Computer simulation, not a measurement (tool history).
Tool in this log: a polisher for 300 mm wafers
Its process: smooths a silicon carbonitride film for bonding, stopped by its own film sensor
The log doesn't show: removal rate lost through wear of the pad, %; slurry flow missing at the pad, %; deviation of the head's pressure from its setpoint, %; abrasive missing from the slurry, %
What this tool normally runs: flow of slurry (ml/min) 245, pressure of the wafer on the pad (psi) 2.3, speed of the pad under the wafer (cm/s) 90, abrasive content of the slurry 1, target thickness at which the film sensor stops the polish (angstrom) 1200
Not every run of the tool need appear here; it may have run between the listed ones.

run    hour  flow of slurry (ml/min)  pressure of the wafer on the pad (psi)  speed of the pad under the wafer (cm/s)  abrasive content of the slurry  target thickness at which the film sensor stops the polish (angstrom)  wafers since the last listed run  wafers polished on this pad  hours since the slurry nozzle was cleaned  hours since the head pressure was calibrated  hours since the slurry blender was calibrated  incoming thickness of the incoming film, nm  time until the film sensor stopped the polish (s)
  1       0                      245                                     2.3                                       90                               1                                                                   1200                                 0                          624                                      148.9                                         294.4                                          114.7                                        140.7                                               65.5
  2      39                      245                                     2.3                                       90                               1                                                                   1200                               446                         1071                                      187.9                                         333.4                                          153.7                                        139.1                                               62.9
         85  -- slurry nozzle cleaned
      130.8  -- slurry blender recalibrated
        163  -- worn pad replaced by a new one
  3   163.5                      245                                     2.3                                       90                               1                                                                   1200                              1346                            5                                       78.5                                         457.9                                           32.7                                        142.2                                               67.9
  4   240.2                      245                                     2.3                                       90                               1                                                                   1200                               878                          884                                      155.2                                         534.6                                          109.4                                        139.8                                               63.3
  5   289.1                      245                                     2.3                                       90                               1                                                                   1200                               560                         1444                                      204.1                                         583.5                                          158.3                                        141.3                                               70.9
      295.6  -- slurry nozzle cleaned
      336.7  -- slurry blender recalibrated
  6   341.6                      265                                     2.3                                       90                               1                                                                   1200                               567                         2012                                         46                                           636                                            4.9                                        141.9                                               65.9
      354.4  -- worn pad replaced by a new one
  7   405.3                      265                                     2.3                                       90                               1                                                                   1200                               684                          583                                      109.7                                         699.7                                           68.6                                          140                                               61.3
      450.6  -- head pressure recalibrated
  8   453.2                      265                                     2.3                                       90                               1                                                                   1200                               526                         1109                                      157.6                                           2.6                                          116.5                                        139.1                                               60.8
  9   489.4                      245                                     2.3                                       90                               1                                                                   1200                               414                         1524                                      193.8                                          38.8                                          152.7                                        137.4                                               55.2
        506  -- slurry nozzle cleaned
      531.8  -- worn pad replaced by a new one
      533.6  -- slurry blender recalibrated
 10   534.1                      245                                     2.3                                       90                               1                                                                   1200                               434                            5                                       28.1                                          83.5                                            0.5                                        141.7                                               63.8
 11   583.9                      265                                     2.3                                       90                               1                                                                   1200                               570                          576                                       77.9                                         133.3                                           50.3                                        140.4                                               64.6
 12   641.4                      200                                       3                                       90                             0.9                                                                   1250                               658                         1235                                      135.4                                         190.8                                          107.8                                        140.3                                               44.2
 13   708.7                      245                                     2.3                                       90                               1                                                                   1200                               771                         2006                                      202.7                                         258.1                                          175.1                                        141.6                                               69.3
      718.2  -- worn pad replaced by a new one
      723.3  -- slurry nozzle cleaned
      741.4  -- slurry blender recalibrated
 14   745.4                      245                                     2.3                                       90                               1                                                                   1200                               340                          277                                       22.1                                         294.8                                              4                                          141                                               63.6
 15   786.2                      245                                       3                                       90                               1                                                                   1200                               467                          744                                       62.9                                         335.6                                           44.8                                        140.9                                               55.1
 16   839.1                      245                                     1.9                                      118                               1                                                                   1150                               606                         1350                                      115.8                                         388.5                                           97.7                                          140                                               74.7
 17   877.3                      295                                     2.3                                      106                            1.15                                                                   1200                               437                         1788                                        154                                         426.7                                          135.9                                          142                                               57.9
      924.2  -- worn pad replaced by a new one
 18   944.3                      245                                     2.3                                      100                               1                                                                   1200                               721                          230                                        221                                         493.7                                          202.9                                        138.9                                               59.6
      948.4  -- slurry nozzle cleaned
        964  -- slurry blender recalibrated
 19   995.4                      245                                     2.3                                       90                             0.9                                                                   1250                               551                          782                                         47                                         544.8                                           31.4                                        139.3                                                 45
 20  1029.4                      165                                     1.8                                       90                               1                                                                   1200                               389                         1171                                         81                                         578.8                                           65.4                                          138                                               65.8

Predict each of these 4 candidate next runs independently; none follows another, all start after run 20:
  A  1029.9                      245                                     2.3                                       90                               1                                                                   1250                                 5                         1177                                       81.5                                         579.3                                           65.9                                        141.9                                                  ?
  B  1029.9                      245                                     2.3                                       70                               1                                                                   1200                                 5                         1177                                       81.5                                         579.3                                           65.9                                        141.9                                                  ?
  C  1029.9                      245                                     2.3                                       90                               1                                                                   1160                                 5                         1177                                       81.5                                         579.3                                           65.9                                        141.9                                                  ?
  D  1029.9                      245                                     1.5                                       90                             1.2                                                                   1200                                 5                         1177                                       81.5                                         579.3                                           65.9                                        141.9                                                  ?

run  time until the film sensor stopped the polish (s)
  A                                               53.3
  B                                               82.3
  C                                               81.7
  D                                               82.7
Without the tool's hidden state the same runs would have given:
run  time until the film sensor stopped the polish (s)
  A                                               51.6
  B                                               79.6
  C                                                 79
  D                                               80.2
